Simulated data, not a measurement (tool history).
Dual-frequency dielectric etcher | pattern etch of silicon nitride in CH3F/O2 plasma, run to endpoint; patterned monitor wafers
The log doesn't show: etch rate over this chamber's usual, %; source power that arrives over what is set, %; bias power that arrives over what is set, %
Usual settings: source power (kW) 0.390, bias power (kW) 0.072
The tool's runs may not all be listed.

run	day	source power (kW)	bias power (kW)	wafers since the last listed run	hours since the last wet clean	hours since the last source power generator calibration	hours since the last bias power generator calibration	hours since the last upper electrode change	incoming incoming film thickness, nm	endpoint time (s)
1	0.000	0.390	0.072	0	124.1	1930.1	535.3	1701.9	110.9	118.1
2	4.279	0.390	0.072	825	226.8	2032.8	638.0	1804.6	111.0	117.7
3	6.696	0.390	0.059	466	284.8	2090.8	696.0	1862.6	112.5	125.5
4	10.071	0.390	0.059	651	365.8	2171.8	777.0	1943.6	111.6	125.1
5	11.767	0.330	0.085	327	406.5	2212.5	817.7	1984.3	111.4	118.4
6	16.117	0.330	0.085	839	510.9	2316.9	922.1	2088.7	112.7	118.4
# day 19.971: wet clean of the chamber
7	20.308	0.390	0.072	615	8.1	2417.5	1022.7	2189.3	111.9	118.0
8	30.367	0.390	0.072	1940	249.5	2658.9	1264.1	2430.7	111.5	118.1
# day 31.750: upper electrode replaced
9	32.417	0.390	0.082	202	298.7	2708.1	1313.3	16.0	110.2	114.2
10	36.825	0.390	0.082	850	404.5	2813.9	1419.1	121.8	110.9	113.4
11	39.229	0.390	0.082	463	462.2	2871.6	1476.8	179.5	111.6	114.7
12	41.792	0.360	0.060	494	523.7	2933.1	1538.3	241.0	113.5	128.9
# day 43.900: source power generator calibrated
# day 43.975: wet clean of the chamber
13	43.996	0.440	0.078	378	0.5	2.3	1591.2	293.9	110.9	111.0
14	46.446	0.470	0.058	472	59.3	61.1	1650.0	352.7	111.0	118.7
15	50.758	0.390	0.072	832	162.8	164.6	1753.5	456.2	110.7	118.8
# day 54.196: bias power generator calibrated
16	54.621	0.360	0.072	713	255.5	257.3	10.2	548.9	111.5	121.5
17	57.933	0.360	0.081	639	335.0	336.8	89.7	628.4	111.3	117.2
18	59.762	0.390	0.072	352	378.9	380.7	133.6	672.3	111.7	119.4
19	61.608	0.340	0.064	356	423.2	425.0	177.9	716.6	112.1	128.6
20	65.858	0.480	0.084	820	525.2	527.0	279.9	818.6	112.2	108.2
# day 68.688: wet clean of the chamber
21	69.479	0.340	0.059	505	19.0	613.9	366.8	905.5	111.7	130.1
22	72.746	0.300	0.054	630	97.4	692.3	445.2	983.9	111.3	136.9

5 ways to go on from here, each from the tool as it stands after run 22. What would each give?
A	72.767	0.390	0.072	4	97.9	692.8	445.7	984.4	111.7	?
B	72.767	0.420	0.061	4	97.9	692.8	445.7	984.4	111.7	?
C	72.767	0.490	0.072	4	97.9	692.8	445.7	984.4	111.7	?
D	72.767	0.470	0.057	4	97.9	692.8	445.7	984.4	111.7	?
E	72.767	0.430	0.079	4	97.9	692.8	445.7	984.4	111.7	?

run	endpoint time (s)
A	118.7
B	121.7
C	111.4
D	120.0
E	112.5
Without the tool's hidden state the same runs would have given:
run	endpoint time (s)
A	118.7
B	121.7
C	111.4
D	120.0
E	112.5

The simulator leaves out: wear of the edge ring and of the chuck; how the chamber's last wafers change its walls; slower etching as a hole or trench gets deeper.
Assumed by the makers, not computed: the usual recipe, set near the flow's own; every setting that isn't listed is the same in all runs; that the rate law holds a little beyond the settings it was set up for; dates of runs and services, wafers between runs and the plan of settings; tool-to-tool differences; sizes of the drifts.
